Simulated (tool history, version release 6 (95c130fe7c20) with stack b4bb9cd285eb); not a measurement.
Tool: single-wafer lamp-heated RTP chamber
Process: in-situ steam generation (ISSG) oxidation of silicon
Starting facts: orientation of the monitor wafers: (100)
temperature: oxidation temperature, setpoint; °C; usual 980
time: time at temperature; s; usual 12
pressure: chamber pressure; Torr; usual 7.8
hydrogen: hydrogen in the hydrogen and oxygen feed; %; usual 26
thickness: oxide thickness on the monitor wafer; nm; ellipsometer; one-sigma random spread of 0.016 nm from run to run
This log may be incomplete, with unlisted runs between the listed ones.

run	day	temperature	time	pressure	hydrogen	read-back reference wafer on the same gauge, thickness	thickness
1	0.000	980	12	7.8	26	3.583	4.245
2	1.375	980	12	9.0	26	3.578	4.243
3	2.608	980	12	7.8	26	3.574	4.261
# day 3.929: pyrometer window cleaned and pyrometer calibrated
4	4.217	980	12	7.8	26	3.582	4.180
5	5.958	980	12	7.8	26	3.577	4.193
6	7.962	980	12	7.8	26	3.573	4.221
7	8.967	980	12	7.8	26	3.585	4.203
# day 10.012: hydrogen flow controller replaced
8	11.392	980	12	7.8	26	3.584	4.258
9	12.796	980	12	7.8	26	3.579	4.261
# day 15.496: pyrometer window cleaned and pyrometer calibrated
10	15.517	980	12	9.0	18	3.577	3.761
11	18.146	980	12	7.8	22	3.579	4.013
# day 20.708: pressure gauge zeroed
12	20.729	980	12	7.8	22	3.584	4.015
13	23.000	980	12	7.8	26	3.580	4.256
# day 23.229: gauge calibrated
# day 24.958: pyrometer window cleaned and pyrometer calibrated
14	24.979	980	12	7.8	32	3.582	4.445
15	26.188	980	12	7.8	30	3.575	4.388
16	28.262	994	11	6.9	26	3.585	4.258
17	30.558	971	17	7.1	26	3.579	4.732
18	33.017	980	12	7.8	20	3.584	4.012

Here are 5 independent what-if runs from the current tool condition. What would each one return?
A	33.033	980	12	7.8	26	?	?
B	33.033	988	12	7.8	30	?	?
C	33.033	980	12	7.8	16	?	?
D	33.033	972	8	7.8	16	?	?
E	33.033	995	14	7.8	17	?	?

run	read-back reference wafer on the same gauge, thickness	thickness
A	3.577	4.280
B	3.577	4.574
C	3.577	3.783
D	3.577	3.133
E	3.577	4.323
What these runs would have given with no unlogged condition in the tool:
run	thickness
A	4.164
B	4.443
C	3.681
D	3.066
E	4.186

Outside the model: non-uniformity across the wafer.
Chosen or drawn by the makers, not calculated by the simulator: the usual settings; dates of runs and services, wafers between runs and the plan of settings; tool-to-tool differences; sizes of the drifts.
